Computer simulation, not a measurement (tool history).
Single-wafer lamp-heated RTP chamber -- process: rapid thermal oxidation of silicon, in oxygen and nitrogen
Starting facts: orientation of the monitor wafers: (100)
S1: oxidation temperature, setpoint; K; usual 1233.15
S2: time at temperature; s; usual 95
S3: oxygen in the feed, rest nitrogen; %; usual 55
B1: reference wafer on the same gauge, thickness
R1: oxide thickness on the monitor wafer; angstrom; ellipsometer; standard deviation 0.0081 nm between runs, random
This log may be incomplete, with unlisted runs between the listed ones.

run,hour,S1,S2,S3,B1,R1
1,0,1233.15,95,55,3.668,39.63
2,94.9,1233.15,95,55,3.674,39.76
3,146.8,1233.15,95,55,3.671,39.73
# hour 170.8: pyrometer window cleaned and pyrometer calibrated
4,213.5,1233.15,95,55,3.669,39.55
5,309.9,1233.15,95,55,3.667,39.56
# hour 326.4: oxygen flow controller replaced
6,355.8,1233.15,95,55,3.671,39.66
7,431,1233.15,95,55,3.669,39.61
# hour 479.5: pyrometer window cleaned and pyrometer calibrated
8,479.8,1233.15,95,55,3.671,39.33
# hour 521.1: gauge calibrated
9,562.3,1233.15,59,67,3.669,34.65
10,630.1,1233.15,95,55,3.669,39.57
11,707.5,1256.15,60,76,3.668,42.85
12,748.6,1233.15,95,55,3.671,39.68
# hour 780.4: pyrometer window cleaned and pyrometer calibrated
13,833.3,1233.15,95,41,3.673,35.99
14,903.6,1243.15,95,55,3.672,42.47
15,979.7,1217.15,95,34,3.674,31.26
16,1086.7,1221.15,119,55,3.67,40.04

Below are 4 alternative next runs, each starting from the tool's condition after run 16. Predict each:
A,1087.2,1233.15,95,55,?,?
B,1087.2,1255.15,95,47,?,?
C,1087.2,1233.15,66,55,?,?
D,1087.2,1241.15,133,27,?,?

run,B1,R1
A,3.673,39.75
B,3.673,44.17
C,3.673,34.36
D,3.673,38.67
Without the tool's unlogged condition, the same runs would have read:
run,R1
A,39.38
B,43.76
C,34.07
D,38.33
